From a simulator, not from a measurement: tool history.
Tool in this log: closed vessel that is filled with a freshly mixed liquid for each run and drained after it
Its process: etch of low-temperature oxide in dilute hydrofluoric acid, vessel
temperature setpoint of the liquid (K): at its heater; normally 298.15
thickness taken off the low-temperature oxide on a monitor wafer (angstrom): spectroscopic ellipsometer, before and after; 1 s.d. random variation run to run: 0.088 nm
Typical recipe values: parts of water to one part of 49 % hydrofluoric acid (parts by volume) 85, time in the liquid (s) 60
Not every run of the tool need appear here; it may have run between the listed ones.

| run | day | temperature setpoint of the liquid (K) | parts of water to one part of 49 % hydrofluoric acid (parts by volume) | time in the liquid (s) | wafers since the last listed run | hours since the thermometer was replaced | hours since the hydrofluoric acid flow meter was replaced | hours since the gauge calibration | read-back film thickness of the low-temperature oxide reference wafer, read on the same gauge (nm) | thickness taken off the low-temperature oxide on a monitor wafer (angstrom) |
|---|---|---|---|---|---|---|---|---|---|---|
| 1 | 0 | 299.65 | 85 | 60 | 0 | 518.4 | 2392.4 | 146.3 | 140.01 | 112.2 |
| 2 | 0.471 | 299.65 | 85 | 60 | 1316 | 529.7 | 2403.7 | 157.6 | 139.98 | 110.3 |
| 3 | 0.983 | 295.15 | 85 | 60 | 1432 | 542 | 2416 | 169.9 | 140 | 92.8 |
| 4 | 1.379 | 298.15 | 70 | 45 | 1106 | 551.5 | 2425.5 | 179.4 | 139.98 | 98.9 |
| 5 | 1.917 | 298.15 | 70 | 45 | 1502 | 564.4 | 2438.4 | 192.3 | 140 | 96.7 |
| 6 | 3.925 | 298.15 | 70 | 45 | 5614 | 612.6 | 2486.6 | 240.5 | 140 | 97.4 |
| 7 | 4.667 | 298.15 | 65 | 60 | 2073 | 630.4 | 2504.4 | 258.3 | 140.02 | 142.3 |
|  | 5.288 | hydrofluoric acid flow meter replaced |
| 8 | 5.308 | 299.15 | 85 | 45 | 1677 | 645.8 | 0.5 | 273.7 | 140.01 | 84.4 |
|  | 5.567 | thermometer replaced |
| 9 | 5.646 | 299.15 | 85 | 45 | 827 | 1.9 | 8.6 | 281.8 | 140.01 | 76.8 |
| 10 | 5.962 | 299.15 | 85 | 45 | 885 | 9.5 | 16.2 | 289.4 | 140.04 | 76.5 |
|  | 6.029 | gauge calibrated |
| 11 | 6.508 | 298.15 | 85 | 60 | 1525 | 22.6 | 29.3 | 11.5 | 140.03 | 98 |
| 12 | 6.775 | 298.15 | 85 | 60 | 745 | 29 | 35.7 | 17.9 | 140.01 | 98.9 |
| 13 | 8.188 | 298.15 | 85 | 60 | 3948 | 62.9 | 69.6 | 51.8 | 140.03 | 100.6 |
| 14 | 8.517 | 298.15 | 95 | 60 | 920 | 70.8 | 77.5 | 59.7 | 140 | 87.1 |
| 15 | 9.071 | 298.15 | 85 | 60 | 1549 | 84.1 | 90.8 | 73 | 139.99 | 99 |
| 16 | 9.388 | 298.15 | 85 | 60 | 885 | 91.7 | 98.4 | 80.6 | 139.97 | 98 |
| 17 | 9.962 | 298.15 | 85 | 60 | 1607 | 105.5 | 112.2 | 94.4 | 140.02 | 99.9 |
| 18 | 10.392 | 294.65 | 105 | 70 | 1199 | 115.8 | 122.5 | 104.7 | 140 | 79.7 |
| 19 | 10.767 | 302.15 | 85 | 60 | 1048 | 124.8 | 131.5 | 113.7 | 140 | 116.3 |
| 20 | 11.258 | 295.65 | 85 | 45 | 1374 | 136.6 | 143.3 | 125.5 | 140 | 68.6 |
| 21 | 11.704 | 298.15 | 110 | 60 | 1246 | 147.3 | 154 | 136.2 | 139.97 | 76 |
| 22 | 12.379 | 298.15 | 115 | 60 | 1887 | 163.5 | 170.2 | 152.4 | 140.01 | 70.6 |
| 23 | 12.996 | 300.15 | 60 | 90 | 1723 | 178.3 | 185 | 167.2 | 139.97 | 240.1 |
| 24 | 14.7 | 298.15 | 85 | 60 | 4764 | 219.2 | 225.9 | 208.1 | 139.98 | 101.8 |
| 25 | 15.25 | 300.65 | 85 | 60 | 1537 | 232.4 | 239.1 | 221.3 | 139.97 | 111.5 |
| 26 | 15.571 | 298.15 | 85 | 60 | 896 | 240.1 | 246.8 | 229 | 140 | 101.8 |
| 27 | 15.942 | 293.65 | 85 | 60 | 1036 | 249 | 255.7 | 237.9 | 140 | 84.4 |
| 28 | 16.229 | 294.15 | 85 | 60 | 803 | 255.9 | 262.6 | 244.8 | 140.01 | 86.9 |
| 29 | 16.754 | 298.15 | 85 | 60 | 1467 | 268.5 | 275.2 | 257.4 | 139.99 | 99.9 |
| 30 | 17.196 | 296.15 | 85 | 80 | 1234 | 279.1 | 285.8 | 268 | 140 | 126.7 |
| 31 | 17.9 | 298.15 | 85 | 80 | 1968 | 296 | 302.7 | 284.9 | 139.97 | 138 |
| 32 | 18.567 | 296.15 | 60 | 60 | 1863 | 312 | 318.7 | 300.9 | 140 | 138.6 |
|  | 18.592 | gauge calibrated |
| 33 | 19.138 | 300.15 | 110 | 35 | 1595 | 325.7 | 332.4 | 13.1 | 140 | 48.5 |

What was the tool's hidden state at every run in the log?
hydrofluoric acid flow below the setpoint (%): 0, the same for each run
gauge reads high (%): 0, the same for each run
H1: liquid hotter than its thermometer reads (K)
| run | H1 |
|---|---|
| 1 | 2.13 |
| 2 | 2.17 |
| 3 | 2.22 |
| 4 | 2.25 |
| 5 | 2.3 |
| 6 | 2.49 |
| 7 | 2.56 |
| 8 | 2.62 |
| 9 | 0.342 |
| 10 | 0.371 |
| 11 | 0.422 |
| 12 | 0.447 |
| 13 | 0.578 |
| 14 | 0.608 |
| 15 | 0.66 |
| 16 | 0.689 |
| 17 | 0.742 |
| 18 | 0.782 |
| 19 | 0.817 |
| 20 | 0.862 |
| 21 | 0.904 |
| 22 | 0.966 |
| 23 | 1.02 |
| 24 | 1.18 |
| 25 | 1.23 |
| 26 | 1.26 |
| 27 | 1.3 |
| 28 | 1.32 |
| 29 | 1.37 |
| 30 | 1.41 |
| 31 | 1.48 |
| 32 | 1.54 |
| 33 | 1.59 |
